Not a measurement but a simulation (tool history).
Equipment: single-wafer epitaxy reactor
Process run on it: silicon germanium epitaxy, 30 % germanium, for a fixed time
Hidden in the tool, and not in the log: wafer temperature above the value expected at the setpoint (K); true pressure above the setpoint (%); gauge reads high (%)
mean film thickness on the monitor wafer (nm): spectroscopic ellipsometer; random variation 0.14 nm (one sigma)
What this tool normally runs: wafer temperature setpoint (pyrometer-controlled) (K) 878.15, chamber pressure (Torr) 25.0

| run | day | wafer temperature setpoint (pyrometer-controlled) (K) | chamber pressure (Torr) | wafers since the last listed run | hours since the last pyrometer calibration | hours since the last manometer calibration | hours since the showerhead was replaced | hours since the gauge calibration | read-back reference wafer on the same gauge, thickness_nm | mean film thickness on the monitor wafer (nm) |
|---|---|---|---|---|---|---|---|---|---|---|
| 1 | 0.000 | 884.15 | 25.0 | 0 | 2398.6 | 1122.1 | 5235.9 | 242.4 | 63.398 | 74.255 |
| 2 | 0.500 | 884.15 | 25.0 | 199 | 2410.6 | 1134.1 | 5247.9 | 254.4 | 63.419 | 74.312 |
| 3 | 1.029 | 884.15 | 25.0 | 210 | 2423.3 | 1146.8 | 5260.6 | 267.1 | 63.401 | 74.328 |
| 4 | 1.833 | 878.15 | 25.0 | 320 | 2442.6 | 1166.1 | 5279.9 | 286.4 | 63.394 | 67.687 |
| 5 | 2.850 | 870.15 | 22.6 | 405 | 2467.0 | 1190.5 | 5304.3 | 310.8 | 63.416 | 56.585 |
| 6 | 3.467 | 870.15 | 22.6 | 245 | 2481.8 | 1205.3 | 5319.1 | 325.6 | 63.357 | 56.573 |
| 7 | 4.521 | 878.15 | 25.0 | 420 | 2507.1 | 1230.6 | 5344.4 | 350.9 | 63.385 | 67.371 |
| 8 | 5.883 | 878.15 | 25.0 | 542 | 2539.8 | 1263.3 | 5377.1 | 383.6 | 63.409 | 67.421 |
| 9 | 7.271 | 878.15 | 25.0 | 552 | 2573.1 | 1296.6 | 5410.4 | 416.9 | 63.415 | 67.415 |
| 10 | 7.900 | 878.15 | 25.0 | 250 | 2588.2 | 1311.7 | 5425.5 | 432.0 | 63.346 | 67.399 |
| 11 | 8.521 | 878.15 | 25.0 | 247 | 2603.1 | 1326.6 | 5440.4 | 446.9 | 63.339 | 67.666 |
| 12 | 9.492 | 878.15 | 25.0 | 386 | 2626.4 | 1349.9 | 5463.7 | 470.2 | 63.448 | 67.434 |
| 13 | 10.050 | 878.15 | 25.0 | 222 | 2639.8 | 1363.3 | 5477.1 | 483.6 | 63.441 | 67.642 |
| 14 | 11.271 | 878.15 | 25.0 | 486 | 2669.1 | 1392.6 | 5506.4 | 512.9 | 63.429 | 67.415 |
| 15 | 12.088 | 878.15 | 21.8 | 325 | 2688.7 | 1412.2 | 5526.0 | 532.5 | 63.342 | 63.110 |
| 16 | 12.988 | 878.15 | 21.8 | 358 | 2710.3 | 1433.8 | 5547.6 | 554.1 | 63.389 | 63.212 |
| 17 | 13.638 | 890.15 | 18.8 | 259 | 2725.9 | 1449.4 | 5563.2 | 569.7 | 63.387 | 70.885 |
| 18 | 14.229 | 871.15 | 25.0 | 235 | 2740.1 | 1463.6 | 5577.4 | 583.9 | 63.430 | 60.106 |
| 19 | 15.454 | 878.15 | 30.4 | 488 | 2769.5 | 1493.0 | 5606.8 | 613.3 | 63.374 | 74.095 |
|  | 15.871 | gauge calibrated |
|  | 16.442 | pyrometer calibrated |
|  | 16.621 | capacitance manometer re-zeroed and calibrated |
| 20 | 16.642 | 870.15 | 30.1 | 269 | 4.8 | 0.5 | 5635.3 | 18.5 | 63.377 | 68.919 |
| 21 | 17.517 | 884.15 | 22.6 | 348 | 25.8 | 21.5 | 5656.3 | 39.5 | 63.442 | 75.328 |
| 22 | 18.096 | 869.15 | 21.6 | 230 | 39.7 | 35.4 | 5670.2 | 53.4 | 63.426 | 57.989 |
| 23 | 18.796 | 878.15 | 25.0 | 278 | 56.5 | 52.2 | 5687.0 | 70.2 | 63.398 | 71.840 |
| 24 | 20.029 | 878.15 | 22.6 | 491 | 86.1 | 81.8 | 5716.6 | 99.8 | 63.319 | 68.277 |
| 25 | 21.354 | 878.15 | 25.0 | 528 | 117.9 | 113.6 | 5748.4 | 131.6 | 63.415 | 71.312 |
|  | 22.208 | showerhead replaced |
| 26 | 22.412 | 878.15 | 21.3 | 288 | 143.3 | 139.0 | 4.9 | 157.0 | 63.417 | 66.180 |
| 27 | 23.262 | 873.15 | 26.6 | 338 | 163.7 | 159.4 | 25.3 | 177.4 | 63.458 | 67.857 |
| 28 | 24.904 | 878.15 | 25.0 | 654 | 203.1 | 198.8 | 64.7 | 216.8 | 63.380 | 71.693 |
| 29 | 26.254 | 871.15 | 25.0 | 538 | 235.5 | 231.2 | 97.1 | 249.2 | 63.368 | 63.799 |
| 30 | 30.125 | 878.15 | 25.0 | 1542 | 328.4 | 324.1 | 190.0 | 342.1 | 63.445 | 71.048 |
| 31 | 31.275 | 878.15 | 25.0 | 458 | 356.0 | 351.7 | 217.6 | 369.7 | 63.404 | 70.797 |
| 32 | 31.788 | 867.15 | 31.0 | 204 | 368.3 | 364.0 | 229.9 | 382.0 | 63.381 | 65.324 |

Consider 5 possible next runs. They are alternatives, not a sequence: every one starts from the tool as it was left by run 32. What does each give?
| A | 31.804 | 878.15 | 25.0 | 6 | 368.7 | 364.4 | 230.3 | 382.4 | ? | ? |
| B | 31.804 | 867.15 | 30.2 | 6 | 368.7 | 364.4 | 230.3 | 382.4 | ? | ? |
| C | 31.804 | 874.15 | 29.7 | 6 | 368.7 | 364.4 | 230.3 | 382.4 | ? | ? |
| D | 31.804 | 884.15 | 19.7 | 6 | 368.7 | 364.4 | 230.3 | 382.4 | ? | ? |
| E | 31.804 | 870.15 | 19.0 | 6 | 368.7 | 364.4 | 230.3 | 382.4 | ? | ? |

| run | read-back reference wafer on the same gauge, thickness_nm | mean film thickness on the monitor wafer (nm) |
|---|---|---|
| A | 63.386 | 70.871 |
| B | 63.386 | 64.857 |
| C | 63.386 | 72.063 |
| D | 63.386 | 69.394 |
| E | 63.386 | 54.516 |
With the hidden condition removed and each run's random variation left untouched, the same runs would have given:
| run | mean film thickness on the monitor wafer (nm) |
|---|---|
| A | 71.373 |
| B | 65.327 |
| C | 72.577 |
| D | 69.880 |
| E | 54.908 |
